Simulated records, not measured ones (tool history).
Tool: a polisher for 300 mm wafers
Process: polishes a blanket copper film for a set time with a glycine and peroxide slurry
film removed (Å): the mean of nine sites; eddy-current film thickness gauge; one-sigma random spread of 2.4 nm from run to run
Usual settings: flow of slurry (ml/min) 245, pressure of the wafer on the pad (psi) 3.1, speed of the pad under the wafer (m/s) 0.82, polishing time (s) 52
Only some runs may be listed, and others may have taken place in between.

run,hour,flow of slurry (ml/min),pressure of the wafer on the pad (psi),speed of the pad under the wafer (m/s),polishing time (s),"incoming thickness of the incoming film, nm",film removed (Å)
1,0.0,215,3.1,0.82,52,1374.9,2840
# hour 6.1: worn pad replaced by a new one
# hour 83.3: head pressure recalibrated
2,90.1,215,3.1,0.82,52,1362.0,2794
3,165.2,245,3.1,0.82,52,1345.2,2816
# hour 249.8: slurry nozzle cleaned
4,261.4,245,3.1,0.82,52,1366.6,2884
# hour 303.1: worn pad replaced by a new one
5,321.8,245,3.1,0.82,52,1360.1,2866
6,396.2,245,3.1,0.82,52,1327.7,2823
# hour 428.2: head pressure recalibrated
7,435.5,245,3.1,0.82,52,1364.7,2811
8,518.1,245,3.1,0.82,52,1346.9,2738
9,568.2,245,3.1,0.82,52,1355.4,2653
# hour 572.6: slurry nozzle cleaned
# hour 600.9: worn pad replaced by a new one
10,640.1,245,3.1,0.82,52,1350.8,2890
11,677.0,220,4.1,0.64,52,1345.1,2831
# hour 766.0: head pressure recalibrated
12,779.5,245,3.1,0.82,52,1372.3,2787
13,858.5,285,4.1,0.82,69,1366.6,4658
# hour 880.6: slurry nozzle cleaned
# hour 924.7: worn pad replaced by a new one
14,933.4,205,2.0,0.92,52,1330.7,2160
15,1001.1,315,3.1,0.82,52,1332.0,2912
16,1071.1,315,3.4,1.06,52,1355.4,3827
17,1123.8,215,3.1,0.82,52,1344.3,2687
# hour 1132.9: head pressure recalibrated
# hour 1168.9: slurry nozzle cleaned
# hour 1199.5: worn pad replaced by a new one
18,1204.3,245,3.1,0.82,52,1368.2,2941
19,1298.6,245,3.1,0.58,52,1359.0,2171
20,1377.4,245,3.1,0.82,52,1347.9,2822
21,1419.6,195,3.1,0.96,52,1325.0,3017

Branching from run 21: 3 alternative next runs. What would each branch give?
A,1420.0,245,3.1,0.82,52,1366.2,?
B,1420.0,320,3.7,0.60,57,1366.2,?
C,1420.0,290,2.5,0.82,52,1366.2,?

run,film removed (Å)
A,2785
B,2851
C,2411
Stripped of hidden state, with their random variation kept, the same runs would have yielded:
run,film removed (Å)
A,2936
B,2968
C,2521
